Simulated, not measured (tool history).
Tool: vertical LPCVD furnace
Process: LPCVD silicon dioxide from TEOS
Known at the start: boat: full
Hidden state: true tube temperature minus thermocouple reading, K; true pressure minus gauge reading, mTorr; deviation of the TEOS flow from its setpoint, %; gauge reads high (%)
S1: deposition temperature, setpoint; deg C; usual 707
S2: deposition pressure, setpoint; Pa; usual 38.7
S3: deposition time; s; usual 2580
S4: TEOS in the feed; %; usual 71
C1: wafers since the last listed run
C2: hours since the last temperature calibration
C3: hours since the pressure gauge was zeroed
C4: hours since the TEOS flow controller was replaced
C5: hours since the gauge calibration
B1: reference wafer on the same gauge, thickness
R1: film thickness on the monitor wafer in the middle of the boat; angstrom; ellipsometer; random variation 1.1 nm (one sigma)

{"run": 1, "hour": 0.0, "S1": 707, "S2": 46.7, "S3": 2580, "S4": 63, "C1": 0, "C2": 3769.7, "C3": 3547.6, "C4": 3389.6, "C5": 1132.7, "B1": 348.68, "R1": 4036.8}
{"run": 2, "hour": 74.3, "S1": 707, "S2": 38.7, "S3": 2580, "S4": 71, "C1": 582, "C2": 3844.0, "C3": 3621.9, "C4": 3463.9, "C5": 1207.0, "B1": 348.99, "R1": 3902.9}
{"run": 3, "hour": 177.2, "S1": 707, "S2": 38.7, "S3": 2580, "S4": 71, "C1": 806, "C2": 3946.9, "C3": 3724.8, "C4": 3566.8, "C5": 1309.9, "B1": 348.99, "R1": 3906.8}
{"run": 4, "hour": 284.7, "S1": 704, "S2": 38.7, "S3": 2310, "S4": 71, "C1": 843, "C2": 4054.4, "C3": 3832.3, "C4": 3674.3, "C5": 1417.4, "B1": 348.56, "R1": 3255.5}
{"run": 5, "hour": 366.1, "S1": 704, "S2": 38.7, "S3": 2310, "S4": 71, "C1": 638, "C2": 4135.8, "C3": 3913.7, "C4": 3755.7, "C5": 1498.8, "B1": 348.66, "R1": 3276.5}
{"run": 6, "hour": 407.8, "S1": 707, "S2": 38.7, "S3": 2940, "S4": 71, "C1": 327, "C2": 4177.5, "C3": 3955.4, "C4": 3797.4, "C5": 1540.5, "B1": 349.15, "R1": 4439.0}
{"run": 7, "hour": 502.6, "S1": 707, "S2": 38.7, "S3": 2580, "S4": 62, "C1": 743, "C2": 4272.3, "C3": 4050.2, "C4": 3892.2, "C5": 1635.3, "B1": 349.11, "R1": 3625.6}
{"run": 8, "hour": 597.5, "S1": 707, "S2": 38.7, "S3": 2580, "S4": 62, "C1": 744, "C2": 4367.2, "C3": 4145.1, "C4": 3987.1, "C5": 1730.2, "B1": 348.7, "R1": 3658.9}
{"run": 9, "hour": 647.4, "S1": 707, "S2": 38.7, "S3": 2580, "S4": 71, "C1": 391, "C2": 4417.1, "C3": 4195.0, "C4": 4037.0, "C5": 1780.1, "B1": 349.06, "R1": 3884.9}
{"hour": 689.1, "done": "pressure gauge zeroed"}
{"run": 10, "hour": 716.7, "S1": 707, "S2": 38.7, "S3": 2580, "S4": 71, "C1": 355, "C2": 4486.4, "C3": 27.6, "C4": 4106.3, "C5": 1849.4, "B1": 349.2, "R1": 3910.9}
{"run": 11, "hour": 780.2, "S1": 707, "S2": 38.7, "S3": 2580, "S4": 71, "C1": 497, "C2": 4549.9, "C3": 91.1, "C4": 4169.8, "C5": 1912.9, "B1": 349.5, "R1": 3920.3}
{"hour": 851.0, "done": "thermocouples replaced and temperature profile calibrated"}
{"run": 12, "hour": 851.5, "S1": 707, "S2": 38.7, "S3": 2580, "S4": 71, "C1": 370, "C2": 0.5, "C3": 162.4, "C4": 4241.1, "C5": 1984.2, "B1": 349.0, "R1": 3893.7}
{"run": 13, "hour": 885.0, "S1": 707, "S2": 38.7, "S3": 2580, "S4": 71, "C1": 262, "C2": 34.0, "C3": 195.9, "C4": 4274.6, "C5": 2017.7, "B1": 349.0, "R1": 3907.0}
{"run": 14, "hour": 962.4, "S1": 707, "S2": 38.7, "S3": 2580, "S4": 71, "C1": 606, "C2": 111.4, "C3": 273.3, "C4": 4352.0, "C5": 2095.1, "B1": 348.99, "R1": 3886.6}
{"run": 15, "hour": 1068.8, "S1": 707, "S2": 44.0, "S3": 3150, "S4": 71, "C1": 834, "C2": 217.8, "C3": 379.7, "C4": 4458.4, "C5": 2201.5, "B1": 348.92, "R1": 5073.8}
{"run": 16, "hour": 1112.5, "S1": 711, "S2": 42.0, "S3": 1590, "S4": 71, "C1": 342, "C2": 261.5, "C3": 423.4, "C4": 4502.1, "C5": 2245.2, "B1": 349.19, "R1": 2742.8}
{"run": 17, "hour": 1312.9, "S1": 707, "S2": 38.7, "S3": 2580, "S4": 71, "C1": 1571, "C2": 461.9, "C3": 623.8, "C4": 4702.5, "C5": 2445.6, "B1": 349.18, "R1": 3905.3}
{"hour": 1356.6, "done": "gauge calibrated"}
{"hour": 1381.2, "done": "TEOS flow controller replaced"}
{"run": 18, "hour": 1517.2, "S1": 707, "S2": 33.3, "S3": 2580, "S4": 71, "C1": 1413, "C2": 666.2, "C3": 828.1, "C4": 136.0, "C5": 160.6, "B1": 348.69, "R1": 3600.9}
{"run": 19, "hour": 1568.1, "S1": 707, "S2": 35.3, "S3": 2580, "S4": 81, "C1": 399, "C2": 717.1, "C3": 879.0, "C4": 186.9, "C5": 211.5, "B1": 349.27, "R1": 3956.7}
{"run": 20, "hour": 1645.2, "S1": 714, "S2": 46.0, "S3": 2070, "S4": 85, "C1": 604, "C2": 794.2, "C3": 956.1, "C4": 264.0, "C5": 288.6, "B1": 348.67, "R1": 4354.9}
{"run": 21, "hour": 1700.0, "S1": 697, "S2": 38.7, "S3": 2580, "S4": 71, "C1": 429, "C2": 849.0, "C3": 1010.9, "C4": 318.8, "C5": 343.4, "B1": 349.4, "R1": 3092.2}
{"run": 22, "hour": 1765.2, "S1": 707, "S2": 30.0, "S3": 2970, "S4": 71, "C1": 511, "C2": 914.2, "C3": 1076.1, "C4": 384.0, "C5": 408.6, "B1": 349.04, "R1": 3957.8}
{"run": 23, "hour": 1837.9, "S1": 707, "S2": 38.7, "S3": 2580, "S4": 71, "C1": 570, "C2": 986.9, "C3": 1148.8, "C4": 456.7, "C5": 481.3, "B1": 349.09, "R1": 3889.1}
{"run": 24, "hour": 1925.1, "S1": 707, "S2": 38.7, "S3": 2580, "S4": 71, "C1": 683, "C2": 1074.1, "C3": 1236.0, "C4": 543.9, "C5": 568.5, "B1": 348.78, "R1": 3891.1}
{"run": 25, "hour": 1977.4, "S1": 707, "S2": 47.3, "S3": 2580, "S4": 71, "C1": 410, "C2": 1126.4, "C3": 1288.3, "C4": 596.2, "C5": 620.8, "B1": 349.18, "R1": 4307.7}
{"run": 26, "hour": 2156.5, "S1": 707, "S2": 47.3, "S3": 2580, "S4": 71, "C1": 1404, "C2": 1305.5, "C3": 1467.4, "C4": 775.3, "C5": 799.9, "B1": 348.88, "R1": 4296.0}
{"run": 27, "hour": 2243.0, "S1": 712, "S2": 30.0, "S3": 3360, "S4": 77, "C1": 678, "C2": 1392.0, "C3": 1553.9, "C4": 861.8, "C5": 886.4, "B1": 348.84, "R1": 5179.8}
{"run": 28, "hour": 2280.7, "S1": 707, "S2": 38.7, "S3": 2580, "S4": 71, "C1": 295, "C2": 1429.7, "C3": 1591.6, "C4": 899.5, "C5": 924.1, "B1": 348.68, "R1": 3892.9}
{"run": 29, "hour": 2332.0, "S1": 698, "S2": 38.7, "S3": 2580, "S4": 75, "C1": 402, "C2": 1481.0, "C3": 1642.9, "C4": 950.8, "C5": 975.4, "B1": 349.19, "R1": 3234.0}
{"run": 30, "hour": 2395.4, "S1": 716, "S2": 38.7, "S3": 2580, "S4": 65, "C1": 497, "C2": 1544.4, "C3": 1706.3, "C4": 1014.2, "C5": 1038.8, "B1": 349.36, "R1": 4577.3}

Forecast each of these 5 alternatives for the next run:
{"run": "A", "hour": 2400.5, "S1": 707, "S2": 38.7, "S3": 2580, "S4": 71, "C1": 39, "C2": 1549.5, "C3": 1711.4, "C4": 1019.3, "C5": 1043.9, "B1": "?", "R1": "?"}
{"run": "B", "hour": 2400.5, "S1": 707, "S2": 34.7, "S3": 3540, "S4": 67, "C1": 39, "C2": 1549.5, "C3": 1711.4, "C4": 1019.3, "C5": 1043.9, "B1": "?", "R1": "?"}
{"run": "C", "hour": 2400.5, "S1": 707, "S2": 38.7, "S3": 2580, "S4": 81, "C1": 39, "C2": 1549.5, "C3": 1711.4, "C4": 1019.3, "C5": 1043.9, "B1": "?", "R1": "?"}
{"run": "D", "hour": 2400.5, "S1": 707, "S2": 30.7, "S3": 1620, "S4": 75, "C1": 39, "C2": 1549.5, "C3": 1711.4, "C4": 1019.3, "C5": 1043.9, "B1": "?", "R1": "?"}
{"run": "E", "hour": 2400.5, "S1": 712, "S2": 32.7, "S3": 1650, "S4": 58, "C1": 39, "C2": 1549.5, "C3": 1711.4, "C4": 1019.3, "C5": 1043.9, "B1": "?", "R1": "?"}

run=A B1=349.13 R1=3909.6
run=B B1=349.13 R1=4934.1
run=C B1=349.13 R1=4175.8
run=D B1=349.13 R1=2246.9
run=E B1=349.13 R1=2328.0
Without the tool's hidden state the same runs would have given:
run=A R1=3909.6
run=B R1=4934.1
run=C R1=4175.8
run=D R1=2246.9
run=E R1=2328.0
